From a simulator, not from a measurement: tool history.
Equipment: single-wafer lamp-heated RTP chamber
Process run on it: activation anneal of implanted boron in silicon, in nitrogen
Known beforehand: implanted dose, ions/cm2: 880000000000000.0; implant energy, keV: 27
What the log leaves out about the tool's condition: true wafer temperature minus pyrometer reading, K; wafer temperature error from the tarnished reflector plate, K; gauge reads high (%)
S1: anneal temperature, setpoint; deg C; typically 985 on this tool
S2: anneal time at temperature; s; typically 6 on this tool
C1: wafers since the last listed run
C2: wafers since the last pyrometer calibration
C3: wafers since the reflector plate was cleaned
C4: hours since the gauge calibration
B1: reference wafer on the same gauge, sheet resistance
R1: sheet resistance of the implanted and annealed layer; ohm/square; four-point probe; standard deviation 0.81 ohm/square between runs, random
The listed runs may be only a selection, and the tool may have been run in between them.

Run 1, hour 0.0: usual settings; C1 0; C2 3860; C3 10548; C4 82.1; B1 163.96. Result: R1 155.98 ohm/square.
Run 2, hour 8.1: usual settings; C1 140; C2 4000; C3 10688; C4 90.2; B1 164.01. Result: R1 154.96 ohm/square.
Run 3, hour 16.0: usual settings; C1 136; C2 4137; C3 10824; C4 98.1; B1 164.00. Result: R1 155.52 ohm/square.
Run 4, hour 24.3: usual settings; C1 143; C2 4280; C3 10968; C4 106.4; B1 163.93. Result: R1 155.69 ohm/square.
Run 5, hour 32.7: usual settings; C1 145; C2 4426; C3 11113; C4 114.8; B1 164.16. Result: R1 155.08 ohm/square.
Run 6, hour 39.3: usual settings; C1 114; C2 4540; C3 11227; C4 121.4; B1 163.83. Result: R1 155.17 ohm/square.
Run 7, hour 50.7: usual settings; C1 197; C2 4737; C3 11424; C4 132.8; B1 164.00. Result: R1 156.31 ohm/square.
Run 8, hour 58.9: usual settings; C1 141; C2 4879; C3 11566; C4 141.0; B1 164.02. Result: R1 157.15 ohm/square.
At hour 68.8: gauge calibrated.
Run 9, hour 74.0: usual settings; C1 261; C2 5140; C3 11827; C4 5.2; B1 164.10. Result: R1 154.45 ohm/square.
Run 10, hour 90.9: usual settings; C1 292; C2 5432; C3 12119; C4 22.1; B1 164.03. Result: R1 156.08 ohm/square.
At hour 112.9: pyrometer window cleaned and pyrometer calibrated.
Run 11, hour 113.4: usual settings; C1 250; C2 8; C3 12370; C4 44.6; B1 164.03. Result: R1 161.15 ohm/square.
Run 12, hour 123.0: usual settings but S1 993 deg C, S2 3 s; C1 165; C2 174; C3 12536; C4 54.2; B1 164.02. Result: R1 157.94 ohm/square.
Run 13, hour 136.7: usual settings but S1 994 deg C, S2 7 s; C1 236; C2 411; C3 12773; C4 67.9; B1 163.97. Result: R1 155.49 ohm/square.
At hour 151.0: reflector plate cleaned.
Run 14, hour 151.9: usual settings; C1 124; C2 536; C3 15; C4 83.1; B1 163.84. Result: R1 160.33 ohm/square.

Estimate the outcome of run 15 from the log above:
Run 15, hour 162.0: usual settings; C1 174; C2 710; C3 190; C4 93.2; B1 ?. Result: R1 ?.

B1: 164.15
R1: 159.71 ohm/square
On a tool with no hidden condition, and with the same random variation, this run would have come out at R1 164.54 ohm/square.

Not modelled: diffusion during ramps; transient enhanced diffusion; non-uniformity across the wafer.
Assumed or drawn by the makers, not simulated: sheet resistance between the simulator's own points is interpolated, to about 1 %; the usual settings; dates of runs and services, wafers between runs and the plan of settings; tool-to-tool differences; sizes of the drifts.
